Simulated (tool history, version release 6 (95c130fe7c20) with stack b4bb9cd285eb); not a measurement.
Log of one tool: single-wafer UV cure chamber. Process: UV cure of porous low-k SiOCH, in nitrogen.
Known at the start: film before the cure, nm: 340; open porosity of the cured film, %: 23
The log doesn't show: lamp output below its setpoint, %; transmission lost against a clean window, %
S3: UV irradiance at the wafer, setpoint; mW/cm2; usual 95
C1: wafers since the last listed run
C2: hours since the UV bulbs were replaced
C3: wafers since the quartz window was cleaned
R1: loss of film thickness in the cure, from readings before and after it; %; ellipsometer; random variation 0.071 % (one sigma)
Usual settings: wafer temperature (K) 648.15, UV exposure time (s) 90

Run 1, hour 0.0: usual settings; C1 0; C2 1061.2; C3 1910. Result: R1 6.221 %.
Run 2, hour 13.8: usual settings; C1 99; C2 1075.0; C3 2010. Result: R1 6.212 %.
Run 3, hour 28.3: usual settings; C1 104; C2 1089.5; C3 2114. Result: R1 6.139 %.
Run 4, hour 48.2: usual settings; C1 143; C2 1109.4; C3 2258. Result: R1 6.113 %.
Run 5, hour 64.6: usual settings but UV exposure time (s) 110, S3 81 mW/cm2; C1 118; C2 1125.8; C3 2376. Result: R1 6.246 %.
Run 6, hour 84.4: usual settings but UV exposure time (s) 110, S3 81 mW/cm2; C1 142; C2 1145.6; C3 2519. Result: R1 6.264 %.
Run 7, hour 117.8: usual settings but UV exposure time (s) 110, S3 81 mW/cm2; C1 240; C2 1179.0; C3 2760. Result: R1 6.127 %.
At hour 130.0: quartz window cleaned.
Run 8, hour 149.0: usual settings but wafer temperature (K) 636.15; C1 167; C2 1210.2; C3 136. Result: R1 5.714 %.
Run 9, hour 177.7: usual settings but wafer temperature (K) 664.15, UV exposure time (s) 110, S3 116 mW/cm2; C1 206; C2 1238.9; C3 343. Result: R1 7.581 %.
Run 10, hour 213.4: usual settings but wafer temperature (K) 655.15, UV exposure time (s) 50; C1 257; C2 1274.6; C3 601. Result: R1 3.937 %.
Run 11, hour 237.5: usual settings but wafer temperature (K) 662.15; C1 173; C2 1298.7; C3 774. Result: R1 5.943 %.

Run 12 comes next. What will it give?
Run 12, hour 262.6: usual settings but wafer temperature (K) 659.15, UV exposure time (s) 55, S3 127 mW/cm2; C1 180; C2 1323.8; C3 955. Result: R1 ?.

Run 12 gave R1 5.077 %.
Without the tool's hidden state the same run would have given R1 6.580 %.

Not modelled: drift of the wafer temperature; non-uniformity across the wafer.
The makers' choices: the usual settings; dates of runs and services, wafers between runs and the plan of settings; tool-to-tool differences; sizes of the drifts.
